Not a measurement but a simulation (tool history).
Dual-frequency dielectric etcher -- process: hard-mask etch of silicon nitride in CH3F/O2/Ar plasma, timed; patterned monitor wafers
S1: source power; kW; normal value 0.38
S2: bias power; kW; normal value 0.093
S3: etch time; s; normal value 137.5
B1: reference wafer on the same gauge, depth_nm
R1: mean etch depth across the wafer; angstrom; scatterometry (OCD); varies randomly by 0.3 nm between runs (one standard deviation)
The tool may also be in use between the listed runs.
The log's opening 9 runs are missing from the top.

| run | hour | S1 | S2 | S3 | B1 | R1 |
|---|---|---|---|---|---|---|
| 10 | 216.7 | 0.38 | 0.093 | 137.5 | 97 | 1069 |
| 11 | 240.8 | 0.33 | 0.093 | 137.5 | 97.1 | 983 |
| 12 | 271.3 | 0.41 | 0.084 | 137.5 | 96.9 | 1077 |
| 13 | 302.7 | 0.38 | 0.085 | 137.5 | 96.9 | 1031 |
|  | 306.8 | source power generator calibrated |
|  | 308.4 | bias power generator calibrated |
| 14 | 325 | 0.41 | 0.093 | 137.5 | 97 | 1125 |
| 15 | 357.5 | 0.38 | 0.093 | 137.5 | 97 | 1074 |
| 16 | 390.2 | 0.41 | 0.115 | 169.5 | 97 | 1514 |
| 17 | 409.1 | 0.33 | 0.077 | 164.5 | 97 | 1090 |
| 18 | 439.9 | 0.38 | 0.093 | 137.5 | 97 | 1078 |
| 19 | 463.7 | 0.38 | 0.093 | 137.5 | 97.1 | 1078 |
| 20 | 494.3 | 0.38 | 0.084 | 152 | 97 | 1142 |
| 21 | 521.5 | 0.38 | 0.116 | 150 | 96.9 | 1289 |
| 22 | 538.3 | 0.33 | 0.102 | 174 | 96.9 | 1303 |
| 23 | 551.6 | 0.38 | 0.093 | 137.5 | 97 | 1075 |
| 24 | 580.9 | 0.38 | 0.111 | 137.5 | 96.9 | 1162 |
|  | 605.6 | wet clean of the chamber |
| 25 | 606.1 | 0.38 | 0.116 | 150 | 97 | 1292 |
| 26 | 631.6 | 0.38 | 0.093 | 137.5 | 97 | 1073 |
| 27 | 661.1 | 0.38 | 0.093 | 137.5 | 97 | 1072 |
| 28 | 692 | 0.38 | 0.107 | 137.5 | 97 | 1137 |
| 29 | 725.6 | 0.3 | 0.08 | 177.5 | 97 | 1118 |
| 30 | 758.2 | 0.38 | 0.093 | 137.5 | 96.9 | 1076 |

What if the next run were any one of these 4? Each begins from the tool's condition after run 30:
| A | 758.7 | 0.38 | 0.076 | 137.5 | ? | ? |
| B | 758.7 | 0.44 | 0.093 | 151 | ? | ? |
| C | 758.7 | 0.38 | 0.093 | 109 | ? | ? |
| D | 758.7 | 0.38 | 0.111 | 108.5 | ? | ? |

| run | B1 | R1 |
|---|---|---|
| A | 97 | 990 |
| B | 97 | 1287 |
| C | 97 | 854 |
| D | 97 | 916 |
What these runs would have given with no unlogged condition in the tool:
| run | R1 |
|---|---|
| A | 990 |
| B | 1287 |
| C | 854 |
| D | 916 |

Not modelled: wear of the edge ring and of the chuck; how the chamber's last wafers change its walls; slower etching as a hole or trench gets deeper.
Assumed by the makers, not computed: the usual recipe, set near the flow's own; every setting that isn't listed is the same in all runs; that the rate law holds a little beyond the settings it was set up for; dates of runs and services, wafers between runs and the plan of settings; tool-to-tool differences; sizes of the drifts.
